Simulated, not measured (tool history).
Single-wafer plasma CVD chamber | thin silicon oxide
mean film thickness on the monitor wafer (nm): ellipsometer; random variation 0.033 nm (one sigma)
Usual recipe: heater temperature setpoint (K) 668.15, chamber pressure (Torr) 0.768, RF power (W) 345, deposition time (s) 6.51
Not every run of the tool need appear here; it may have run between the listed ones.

run,hour,heater temperature setpoint (K),chamber pressure (Torr),RF power (W),deposition time (s),"read-back reference wafer on the same gauge, thickness_nm",mean film thickness on the monitor wafer (nm)
1,0.0,675.15,0.768,345,6.51,12.502,12.209
2,9.1,675.15,0.768,345,6.51,12.501,12.189
3,23.8,675.15,0.768,345,6.51,12.495,12.169
4,41.3,668.15,0.768,345,6.51,12.500,12.141
# hour 51.1: gauge calibrated
5,58.7,668.15,0.768,345,6.51,12.495,12.223
6,69.5,668.15,0.768,345,6.51,12.497,12.178
# hour 82.4: RF generator calibrated
7,82.9,668.15,0.647,345,6.51,12.499,10.356
8,90.6,668.15,0.647,345,6.51,12.503,10.306
# hour 103.4: capacitance manometer re-zeroed and calibrated
9,103.9,668.15,0.768,370,6.51,12.499,11.572
10,111.5,668.15,0.768,345,6.51,12.497,11.379
11,128.6,668.15,0.768,345,6.51,12.504,11.407

Expected results for the next run?
12,138.7,668.15,0.768,400,6.51,?,?

read-back reference wafer on the same gauge, thickness_nm: 12.500
mean film thickness on the monitor wafer (nm): 11.825
The same run, on a tool lacking any hidden state, would have yielded mean film thickness on the monitor wafer (nm) 11.774.
